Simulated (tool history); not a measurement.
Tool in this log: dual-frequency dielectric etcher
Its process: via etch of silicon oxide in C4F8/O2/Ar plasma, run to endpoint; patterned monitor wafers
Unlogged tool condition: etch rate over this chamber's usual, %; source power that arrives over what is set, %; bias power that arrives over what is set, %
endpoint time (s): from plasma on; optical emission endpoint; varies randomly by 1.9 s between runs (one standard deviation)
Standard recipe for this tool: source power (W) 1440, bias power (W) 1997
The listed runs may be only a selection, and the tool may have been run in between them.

run	hour	source power (W)	bias power (W)	wafers since the last listed run	hours since the last wet clean	hours since the last source power generator calibration	hours since the last bias power generator calibration	hours since the last upper electrode change	incoming incoming film thickness, nm	endpoint time (s)
1	0	1540	1997	0	183.5	2024.5	2096.2	4196.5	1942.6	424
2	33.7	1540	1997	192	217.2	2058.2	2129.9	4230.2	1930.9	423.8
3	82.3	1540	1997	278	265.8	2106.8	2178.5	4278.8	1936.9	426.5
4	106.8	1440	1997	140	290.3	2131.3	2203	4303.3	1931.7	438.9
5	133.3	1440	1997	151	316.8	2157.8	2229.5	4329.8	1941.9	443.4
6	163.7	1440	1997	173	347.2	2188.2	2259.9	4360.2	1948.7	442.5
# hour 171: bias power generator calibrated
7	184	1440	1997	93	367.5	2208.5	13	4380.5	1945.6	440.8
8	217.3	1440	1997	190	400.8	2241.8	46.3	4413.8	1937	442.1
9	231.4	1440	2126	80	414.9	2255.9	60.4	4427.9	1956.3	440.7
# hour 282.9: wet clean of the chamber
10	283.4	1440	1997	160	0.5	2307.9	112.4	4479.9	1926	397.9
11	283.8	1440	1735	2	0.9	2308.3	112.8	4480.3	1952.8	416.6
# hour 366: wet clean of the chamber, repeated, since the last time left the tool worse
# hour 379.2: upper electrode replaced
12	379.7	1090	1997	335	13.7	2404.2	208.7	0.5	1931.8	482
13	383.1	1330	2139	19	17.1	2407.6	212.1	3.9	1937.3	431.9
14	397.8	1290	2297	84	31.8	2422.3	226.8	18.6	1909.7	425.4
# hour 403.7: source power generator calibrated
15	433.1	1780	1732	179	67.1	29.4	262.1	53.9	1935.9	403.1
16	465	1340	1762	182	99	61.3	294	85.8	1942.4	454.1
17	492.5	1440	1997	157	126.5	88.8	321.5	113.3	1940.4	429.4
18	517.9	1200	1564	145	151.9	114.2	346.9	138.7	1928.4	489.9

3 options for the next run, each taken on its own from the tool as it stands now. Forecast them:
A	518.4	1440	1997	2	152.4	114.7	347.4	139.2	1919.4	?
B	518.4	1350	2209	2	152.4	114.7	347.4	139.2	1919.4	?
C	518.4	1440	1582	2	152.4	114.7	347.4	139.2	1919.4	?

run	endpoint time (s)
A	425.2
B	426
C	451.4
Take away the tool's hidden state, keep each run's random variation, and the runs would have read:
run	endpoint time (s)
A	423.9
B	424.7
C	450.1

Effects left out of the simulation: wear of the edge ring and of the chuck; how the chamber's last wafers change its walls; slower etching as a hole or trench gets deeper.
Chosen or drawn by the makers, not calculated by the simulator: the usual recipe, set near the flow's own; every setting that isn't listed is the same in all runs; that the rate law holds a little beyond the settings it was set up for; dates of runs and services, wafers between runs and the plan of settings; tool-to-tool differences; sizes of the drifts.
